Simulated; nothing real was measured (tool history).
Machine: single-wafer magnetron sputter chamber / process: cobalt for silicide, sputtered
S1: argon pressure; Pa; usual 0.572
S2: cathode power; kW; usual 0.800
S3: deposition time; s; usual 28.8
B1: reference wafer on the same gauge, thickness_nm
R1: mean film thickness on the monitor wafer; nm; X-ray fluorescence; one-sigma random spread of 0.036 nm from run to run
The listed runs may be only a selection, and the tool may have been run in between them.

run,hour,S1,S2,S3,B1,R1
1,0.0,0.572,0.800,32.5,10.351,11.400
# hour 20.1: sputter target and shields replaced
2,20.6,0.572,0.800,28.8,10.332,10.004
3,36.6,0.572,0.800,28.8,10.326,10.037
4,66.4,0.572,0.800,28.8,10.310,10.028
5,94.9,0.572,0.800,24.8,10.304,8.681
# hour 118.7: sputter target and shields replaced
6,119.2,0.572,0.800,24.8,10.300,8.611
7,143.0,0.572,0.800,24.8,10.282,8.632
8,159.1,0.572,0.750,28.8,10.263,9.482
9,186.8,0.572,0.750,28.8,10.258,9.482
10,209.4,0.572,0.750,28.8,10.259,9.472
# hour 221.1: sputter target and shields replaced
11,244.2,0.441,0.700,23.4,10.245,7.578
12,310.6,0.388,0.800,28.8,10.213,10.725
# hour 320.7: sputter target and shields replaced
# hour 335.8: capacitance manometer re-zeroed and calibrated
13,336.6,0.673,0.650,25.1,10.197,6.914
# hour 361.6: magnet pack replaced
14,363.3,0.704,0.800,34.2,10.204,11.163
15,398.1,0.705,0.950,30.3,10.177,11.570
16,413.8,0.350,0.750,32.6,10.155,11.571
# hour 427.2: gauge calibrated
# hour 430.3: sputter target and shields replaced
17,440.3,0.572,0.800,28.8,10.473,10.201
18,472.8,0.572,0.800,30.8,10.459,10.925
19,492.1,0.572,0.800,28.8,10.443,10.190
20,513.4,0.704,0.800,34.2,10.442,11.440
# hour 532.4: sputter target and shields replaced
21,544.4,0.572,0.800,28.8,10.438,10.213

Each row is a separate what-if for the run after 21, all from the same tool condition, not one after another. Results?
A,544.8,0.503,0.800,28.8,?,?
B,544.8,0.733,0.800,28.8,?,?
C,544.8,0.771,0.650,31.7,?,?

run,B1,R1
A,10.433,10.482
B,10.433,9.588
C,10.433,8.677
What these runs would have given with no unlogged condition in the tool:
run,R1
A,10.548
B,9.648
C,8.731
